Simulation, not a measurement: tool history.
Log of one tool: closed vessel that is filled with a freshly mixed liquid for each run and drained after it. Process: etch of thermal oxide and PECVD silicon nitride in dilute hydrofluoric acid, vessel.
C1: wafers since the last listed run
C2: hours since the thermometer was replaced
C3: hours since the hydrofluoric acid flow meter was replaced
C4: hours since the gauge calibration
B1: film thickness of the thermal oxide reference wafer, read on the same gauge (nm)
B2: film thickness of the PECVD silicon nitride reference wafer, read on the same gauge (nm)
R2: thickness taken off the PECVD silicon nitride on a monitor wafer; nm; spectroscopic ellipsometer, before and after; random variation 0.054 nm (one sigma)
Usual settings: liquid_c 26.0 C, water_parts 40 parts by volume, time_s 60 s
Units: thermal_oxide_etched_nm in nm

{"run": 1, "day": 0.0, "liquid_c": 26.0, "water_parts": 40, "time_s": 75, "C1": 0, "C2": 2407.9, "C3": 188.0, "C4": 266.0, "B1": 110.0, "B2": 90.01, "thermal_oxide_etched_nm": 9.65, "R2": 6.13}
{"run": 2, "day": 0.504, "liquid_c": 26.0, "water_parts": 40, "time_s": 75, "C1": 1619, "C2": 2420.0, "C3": 200.1, "C4": 278.1, "B1": 109.99, "B2": 90.01, "thermal_oxide_etched_nm": 9.61, "R2": 6.07}
{"run": 3, "day": 1.396, "liquid_c": 26.0, "water_parts": 40, "time_s": 60, "C1": 2864, "C2": 2441.4, "C3": 221.5, "C4": 299.5, "B1": 109.99, "B2": 89.99, "thermal_oxide_etched_nm": 7.72, "R2": 4.94}
{"run": 4, "day": 2.171, "liquid_c": 26.0, "water_parts": 40, "time_s": 60, "C1": 2490, "C2": 2460.0, "C3": 240.1, "C4": 318.1, "B1": 110.01, "B2": 89.98, "thermal_oxide_etched_nm": 7.79, "R2": 4.87}
{"run": 5, "day": 3.488, "liquid_c": 26.0, "water_parts": 40, "time_s": 60, "C1": 4230, "C2": 2491.6, "C3": 271.7, "C4": 349.7, "B1": 109.98, "B2": 90.01, "thermal_oxide_etched_nm": 7.62, "R2": 4.87}
{"run": 6, "day": 4.042, "liquid_c": 26.0, "water_parts": 40, "time_s": 60, "C1": 1780, "C2": 2504.9, "C3": 285.0, "C4": 363.0, "B1": 110.03, "B2": 89.99, "thermal_oxide_etched_nm": 7.75, "R2": 4.81}
{"run": 7, "day": 4.95, "liquid_c": 26.0, "water_parts": 40, "time_s": 85, "C1": 2918, "C2": 2526.7, "C3": 306.8, "C4": 384.8, "B1": 109.99, "B2": 90.0, "thermal_oxide_etched_nm": 11.05, "R2": 6.89}
{"run": 8, "day": 6.05, "liquid_c": 23.5, "water_parts": 40, "time_s": 60, "C1": 3534, "C2": 2553.1, "C3": 333.2, "C4": 411.2, "B1": 109.99, "B2": 89.98, "thermal_oxide_etched_nm": 6.9, "R2": 4.0}
{"run": 9, "day": 6.596, "liquid_c": 23.5, "water_parts": 40, "time_s": 60, "C1": 1753, "C2": 2566.2, "C3": 346.3, "C4": 424.3, "B1": 109.99, "B2": 89.98, "thermal_oxide_etched_nm": 6.95, "R2": 4.07}
{"run": 10, "day": 7.525, "liquid_c": 26.0, "water_parts": 40, "time_s": 40, "C1": 2985, "C2": 2588.5, "C3": 368.6, "C4": 446.6, "B1": 110.0, "B2": 90.01, "thermal_oxide_etched_nm": 5.18, "R2": 3.19}
{"run": 11, "day": 8.75, "liquid_c": 30.0, "water_parts": 25, "time_s": 80, "C1": 3935, "C2": 2617.9, "C3": 398.0, "C4": 476.0, "B1": 110.02, "B2": 89.99, "thermal_oxide_etched_nm": 19.64, "R2": 13.34}
{"run": 12, "day": 9.479, "liquid_c": 26.0, "water_parts": 40, "time_s": 60, "C1": 2342, "C2": 2635.4, "C3": 415.5, "C4": 493.5, "B1": 110.01, "B2": 90.01, "thermal_oxide_etched_nm": 7.71, "R2": 4.8}
{"run": 13, "day": 10.758, "liquid_c": 26.0, "water_parts": 40, "time_s": 75, "C1": 4109, "C2": 2666.1, "C3": 446.2, "C4": 524.2, "B1": 109.97, "B2": 89.99, "thermal_oxide_etched_nm": 9.62, "R2": 5.95}
{"run": 14, "day": 12.033, "liquid_c": 26.0, "water_parts": 35, "time_s": 60, "C1": 4096, "C2": 2696.7, "C3": 476.8, "C4": 554.8, "B1": 109.99, "B2": 90.0, "thermal_oxide_etched_nm": 8.83, "R2": 5.47}
{"run": 15, "day": 13.45, "liquid_c": 28.5, "water_parts": 50, "time_s": 60, "C1": 4551, "C2": 2730.7, "C3": 510.8, "C4": 588.8, "B1": 110.0, "B2": 89.99, "thermal_oxide_etched_nm": 6.76, "R2": 4.51}
{"day": 14.112, "done": "thermometer replaced"}
{"run": 16, "day": 14.392, "liquid_c": 26.0, "water_parts": 40, "time_s": 60, "C1": 2891, "C2": 6.7, "C3": 533.4, "C4": 611.4, "B1": 110.01, "B2": 90.0, "thermal_oxide_etched_nm": 8.46, "R2": 5.67}
{"run": 17, "day": 15.471, "liquid_c": 24.5, "water_parts": 40, "time_s": 95, "C1": 3467, "C2": 32.6, "C3": 559.3, "C4": 637.3, "B1": 110.0, "B2": 90.02, "thermal_oxide_etched_nm": 12.65, "R2": 8.18}
{"run": 18, "day": 16.8, "liquid_c": 27.5, "water_parts": 40, "time_s": 45, "C1": 4270, "C2": 64.5, "C3": 591.2, "C4": 669.2, "B1": 109.99, "B2": 90.01, "thermal_oxide_etched_nm": 6.75, "R2": 4.63}
{"run": 19, "day": 18.104, "liquid_c": 28.5, "water_parts": 35, "time_s": 85, "C1": 4190, "C2": 95.8, "C3": 622.5, "C4": 700.5, "B1": 110.0, "B2": 90.0, "thermal_oxide_etched_nm": 15.31, "R2": 10.55}
{"run": 20, "day": 19.375, "liquid_c": 30.0, "water_parts": 40, "time_s": 80, "C1": 4083, "C2": 126.3, "C3": 653.0, "C4": 731.0, "B1": 110.01, "B2": 90.0, "thermal_oxide_etched_nm": 13.24, "R2": 9.78}
{"run": 21, "day": 20.292, "liquid_c": 23.0, "water_parts": 40, "time_s": 60, "C1": 2945, "C2": 148.3, "C3": 675.0, "C4": 753.0, "B1": 110.01, "B2": 89.98, "thermal_oxide_etched_nm": 7.43, "R2": 4.6}
{"day": 21.45, "done": "gauge calibrated"}
{"day": 21.696, "done": "hydrofluoric acid flow meter replaced"}
{"run": 22, "day": 21.717, "liquid_c": 26.0, "water_parts": 50, "time_s": 60, "C1": 4444, "C2": 182.5, "C3": 0.5, "C4": 6.4, "B1": 110.0, "B2": 90.01, "thermal_oxide_etched_nm": 6.64, "R2": 4.45}
{"run": 23, "day": 25.571, "liquid_c": 26.0, "water_parts": 20, "time_s": 60, "C1": 12383, "C2": 275.0, "C3": 93.0, "C4": 98.9, "B1": 109.99, "B2": 89.99, "thermal_oxide_etched_nm": 17.3, "R2": 10.86}
{"run": 24, "day": 26.612, "liquid_c": 28.0, "water_parts": 55, "time_s": 85, "C1": 3346, "C2": 300.0, "C3": 118.0, "C4": 123.9, "B1": 110.02, "B2": 89.99, "thermal_oxide_etched_nm": 9.17, "R2": 6.62}
{"run": 25, "day": 27.958, "liquid_c": 26.0, "water_parts": 40, "time_s": 60, "C1": 4324, "C2": 332.3, "C3": 150.3, "C4": 156.2, "B1": 110.0, "B2": 89.99, "thermal_oxide_etched_nm": 8.38, "R2": 5.63}
{"run": 26, "day": 29.338, "liquid_c": 26.0, "water_parts": 45, "time_s": 60, "C1": 4431, "C2": 365.4, "C3": 183.4, "C4": 189.3, "B1": 109.97, "B2": 90.0, "thermal_oxide_etched_nm": 7.42, "R2": 4.98}
{"run": 27, "day": 30.129, "liquid_c": 29.0, "water_parts": 30, "time_s": 80, "C1": 2543, "C2": 384.4, "C3": 202.4, "C4": 208.3, "B1": 109.99, "B2": 90.02, "thermal_oxide_etched_nm": 17.1, "R2": 11.83}

Some steps in thermal_oxide_etched_nm between neighbouring runs. How much of each would the tool show without its hidden state too (settings, what came in, random variation), and how much is left for the hidden state, with any gauge scatter that isn't in both results?
The hidden state here: liquid colder than its thermometer reads (K); hydrofluoric acid flow below the setpoint (%); gauge reads high (%).
Run 10 -> 11: liquid_c 26.0 -> 30.0, water_parts 40 -> 25, time_s 40 -> 80. thermal_oxide_etched_nm +14.46 nm: hidden state -1.65, all else +16.11.
Run 11 -> 12: liquid_c 30.0 -> 26.0, water_parts 25 -> 40, time_s 80 -> 60. thermal_oxide_etched_nm -11.93 nm: hidden state +1.35, all else -13.28.
